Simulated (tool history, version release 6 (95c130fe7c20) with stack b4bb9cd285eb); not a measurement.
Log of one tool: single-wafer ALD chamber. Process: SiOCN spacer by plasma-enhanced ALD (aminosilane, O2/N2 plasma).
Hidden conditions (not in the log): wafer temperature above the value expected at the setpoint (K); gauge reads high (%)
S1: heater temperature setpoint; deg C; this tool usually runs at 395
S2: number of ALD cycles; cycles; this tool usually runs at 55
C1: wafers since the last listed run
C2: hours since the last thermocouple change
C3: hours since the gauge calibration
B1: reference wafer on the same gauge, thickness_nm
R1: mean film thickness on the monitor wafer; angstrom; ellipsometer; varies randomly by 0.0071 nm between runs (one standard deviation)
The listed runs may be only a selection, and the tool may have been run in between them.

Run 1, hour 0.0: usual settings but S1 385 deg C; C1 0; C2 2415.1; C3 368.7; B1 2.899. Result: R1 34.32 angstrom.
Run 2, hour 42.9: usual settings but S1 385 deg C; C1 251; C2 2458.0; C3 411.6; B1 2.901. Result: R1 34.28 angstrom.
Run 3, hour 83.1: usual settings; C1 235; C2 2498.2; C3 451.8; B1 2.900. Result: R1 34.17 angstrom.
Run 4, hour 134.0: usual settings but S2 60 cycles; C1 297; C2 2549.1; C3 502.7; B1 2.900. Result: R1 37.57 angstrom.
Run 5, hour 203.5: usual settings but S2 60 cycles; C1 406; C2 2618.6; C3 572.2; B1 2.900. Result: R1 37.46 angstrom.
Run 6, hour 247.4: usual settings but S2 60 cycles; C1 257; C2 2662.5; C3 616.1; B1 2.898. Result: R1 37.48 angstrom.
Run 7, hour 299.3: usual settings; C1 303; C2 2714.4; C3 668.0; B1 2.900. Result: R1 34.26 angstrom.
Run 8, hour 352.0: usual settings; C1 308; C2 2767.1; C3 720.7; B1 2.900. Result: R1 34.38 angstrom.
Run 9, hour 401.8: usual settings; C1 291; C2 2816.9; C3 770.5; B1 2.900. Result: R1 34.40 angstrom.
At hour 464.2: thermocouple changed; heater temperature recalibrated.
Run 10, hour 464.7: usual settings; C1 321; C2 0.5; C3 833.4; B1 2.899. Result: R1 34.29 angstrom.
Run 11, hour 502.5: usual settings but S1 384 deg C, S2 59 cycles; C1 221; C2 38.3; C3 871.2; B1 2.901. Result: R1 36.82 angstrom.
Run 12, hour 572.7: usual settings but S1 382 deg C, S2 50 cycles; C1 410; C2 108.5; C3 941.4; B1 2.898. Result: R1 31.21 angstrom.
Run 13, hour 665.1: usual settings but S1 404 deg C; C1 540; C2 200.9; C3 1033.8; B1 2.899. Result: R1 34.11 angstrom.
Run 14, hour 707.0: usual settings; C1 245; C2 242.8; C3 1075.7; B1 2.900. Result: R1 34.33 angstrom.
At hour 732.8: gauge calibrated.
Run 15, hour 764.7: usual settings but S1 385 deg C; C1 337; C2 300.5; C3 31.9; B1 2.900. Result: R1 34.28 angstrom.
Run 16, hour 814.1: usual settings but S1 404 deg C, S2 65 cycles; C1 289; C2 349.9; C3 81.3; B1 2.901. Result: R1 40.09 angstrom.
Run 17, hour 879.0: usual settings but S1 380 deg C, S2 60 cycles; C1 379; C2 414.8; C3 146.2; B1 2.899. Result: R1 37.44 angstrom.
Run 18, hour 947.2: usual settings but S1 405 deg C, S2 52 cycles; C1 399; C2 483.0; C3 214.4; B1 2.900. Result: R1 32.09 angstrom.

Each row is a separate what-if for the run after 18, all from the same tool condition, not one after another. Results?
Run A, hour 947.7: usual settings but S1 384 deg C; C1 2; C2 483.5; C3 214.9; B1 ?. Result: R1 ?.
Run B, hour 947.7: usual settings but S1 410 deg C, S2 49 cycles; C1 2; C2 483.5; C3 214.9; B1 ?. Result: R1 ?.
Run C, hour 947.7: usual settings but S1 391 deg C, S2 65 cycles; C1 2; C2 483.5; C3 214.9; B1 ?. Result: R1 ?.
Run D, hour 947.7: usual settings but S1 408 deg C, S2 58 cycles; C1 2; C2 483.5; C3 214.9; B1 ?. Result: R1 ?.
Run E, hour 947.7: usual settings but S2 48 cycles; C1 2; C2 483.5; C3 214.9; B1 ?. Result: R1 ?.

run     B1     R1
  A  2.899  34.33
  B  2.899  29.83
  C  2.899  40.57
  D  2.899  35.50
  E  2.899  29.96
With the hidden condition removed and each run's random variation left untouched, the same runs would have given:
run     R1
  A  34.33
  B  29.83
  C  40.57
  D  35.50
  E  29.96
